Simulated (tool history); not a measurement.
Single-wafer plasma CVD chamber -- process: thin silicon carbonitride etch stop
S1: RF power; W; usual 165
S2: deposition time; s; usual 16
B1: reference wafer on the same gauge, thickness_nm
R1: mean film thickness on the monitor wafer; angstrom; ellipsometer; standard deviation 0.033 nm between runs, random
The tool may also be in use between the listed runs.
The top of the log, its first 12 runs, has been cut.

run,hour,S1,S2,B1,R1
13,117.1,165,16,7.894,88.21
14,129.9,165,16,7.888,88.51
# hour 148.1: thermocouple changed; heater temperature recalibrated
# hour 156.4: showerhead replaced
15,156.9,165,16,7.889,89.24
16,157.6,190,18.1,7.891,103.61
17,163.6,200,16,7.885,93.32
# hour 171.7: RF generator calibrated
18,176.7,145,17.4,7.893,93.66
19,190.8,155,14.6,7.887,79.47
20,202.9,165,16,7.893,87.98
21,210.6,130,13.5,7.892,70.18
22,221.8,130,15.2,7.887,80.07
23,238.2,165,16,7.895,88.71
24,251,165,15,7.89,83.06
# hour 252.1: gauge calibrated
25,268.8,165,13.2,7.892,73.14
26,285.5,135,17.7,7.889,93.94
27,299.9,155,18.1,7.893,99.48
28,309.1,165,16,7.892,88.89
29,326.6,165,16,7.894,88.67
30,339.8,140,18,7.889,95.66
31,348.8,185,13.6,7.891,77.38
32,360,165,14,7.894,77.18
33,371,145,16,7.89,85.7
34,384.5,165,15,7.895,83.14
35,397.9,175,13.3,7.887,75.11
36,406.1,175,13.2,7.889,74.25

Here are 4 independent what-if runs from the current tool condition. What would each one return?
A,406.5,150,16,?,?
B,406.5,135,16,?,?
C,406.5,165,13.4,?,?
D,406.5,145,13,?,?

run,B1,R1
A,7.885,86.38
B,7.885,84.17
C,7.885,74.09
D,7.885,69.6
Take away the tool's hidden state, keep each run's random variation, and the runs would have read:
run,R1
A,86.38
B,84.17
C,74.09
D,69.6
